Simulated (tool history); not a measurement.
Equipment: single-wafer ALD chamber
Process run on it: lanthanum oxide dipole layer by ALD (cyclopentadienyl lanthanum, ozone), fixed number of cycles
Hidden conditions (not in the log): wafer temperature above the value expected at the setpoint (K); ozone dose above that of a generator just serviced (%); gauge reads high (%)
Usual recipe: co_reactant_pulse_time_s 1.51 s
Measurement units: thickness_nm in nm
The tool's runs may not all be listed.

run     day  co_reactant_pulse_time_s  wafers since the last listed run  hours since the last thermocouple change  hours since the last ozone generator service  hours since the showerhead was replaced  hours since the gauge calibration  read-back reference wafer on the same gauge, thickness_nm  thickness_nm
  1   0.000                      1.51                                 0                                    1316.6                                         712.9                                   3289.4                              165.9                                                      0.614         0.559
  2   0.325                      1.51                               117                                    1324.4                                         720.7                                   3297.2                              173.7                                                      0.615         0.563
  3   2.296                      1.51                               714                                    1371.7                                         768.0                                   3344.5                              221.0                                                      0.616         0.562
      4.175  -- showerhead replaced
  4   4.196                      1.51                               568                                    1417.3                                         813.6                                      0.5                              266.6                                                      0.616         0.557
  5   4.383                      1.51                                67                                    1421.8                                         818.1                                      5.0                              271.1                                                      0.616         0.560
  6   5.038                      1.51                               237                                    1437.5                                         833.8                                     20.7                              286.8                                                      0.615         0.554
  7   5.504                      1.03                               169                                    1448.7                                         845.0                                     31.9                              298.0                                                      0.614         0.475
      5.608  -- gauge calibrated
      5.875  -- ozone generator serviced
  8   5.896                      1.89                                21                                    1458.1                                           0.5                                     41.3                                6.9                                                      0.614         0.540
  9   6.458                      1.89                               203                                    1471.6                                          14.0                                     54.8                               20.4                                                      0.615         0.543
 10   7.092                      1.79                               229                                    1486.8                                          29.2                                     70.0                               35.6                                                      0.614         0.531
 11   7.658                      1.86                               205                                    1500.4                                          42.8                                     83.6                               49.2                                                      0.615         0.533
 12   8.192                      1.06                               193                                    1513.2                                          55.6                                     96.4                               62.0                                                      0.613         0.403
 13   8.508                      1.84                               114                                    1520.8                                          63.2                                    104.0                               69.6                                                      0.614         0.532
      9.117  -- ozone generator serviced, repeated, since the last time left the tool worse
 14   9.138                      1.21                               107                                    1535.9                                           0.5                                    119.1                               84.7                                                      0.615         0.565
      9.617  -- thermocouple changed; heater temperature recalibrated
 15   9.638                      2.11                                60                                       0.5                                          12.5                                    131.1                               96.7                                                      0.614         0.621
 16   9.762                      1.51                                45                                       3.5                                          15.5                                    134.1                               99.7                                                      0.614         0.589
 17  10.046                      2.03                               102                                      10.3                                          22.3                                    140.9                              106.5                                                      0.614         0.614
 18  10.788                      2.01                               268                                      28.1                                          40.1                                    158.7                              124.3                                                      0.614         0.612
 19  11.488                      1.51                               253                                      44.9                                          56.9                                    175.5                              141.1                                                      0.616         0.595
 20  12.167                      1.90                               246                                      61.2                                          73.2                                    191.8                              157.4                                                      0.614         0.609
 21  12.592                      1.70                               154                                      71.4                                          83.4                                    202.0                              167.6                                                      0.615         0.605
 22  13.300                      1.98                               256                                      88.4                                         100.4                                    219.0                              184.6                                                      0.615         0.612

3 ways to go on from here, each from the tool as it stands after run 22. What would each give?
  A  13.317                      1.51                                 6                                      88.8                                         100.8                                    219.4                              185.0                                                          ?             ?
  B  13.317                      1.09                                 6                                      88.8                                         100.8                                    219.4                              185.0                                                          ?             ?
  C  13.317                      1.00                                 6                                      88.8                                         100.8                                    219.4                              185.0                                                          ?             ?

run  read-back reference wafer on the same gauge, thickness_nm  thickness_nm
  A                                                      0.615         0.589
  B                                                      0.615         0.541
  C                                                      0.615         0.524
With no hidden state in the tool, these same runs would have given:
run  thickness_nm
  A         0.593
  B         0.547
  C         0.531

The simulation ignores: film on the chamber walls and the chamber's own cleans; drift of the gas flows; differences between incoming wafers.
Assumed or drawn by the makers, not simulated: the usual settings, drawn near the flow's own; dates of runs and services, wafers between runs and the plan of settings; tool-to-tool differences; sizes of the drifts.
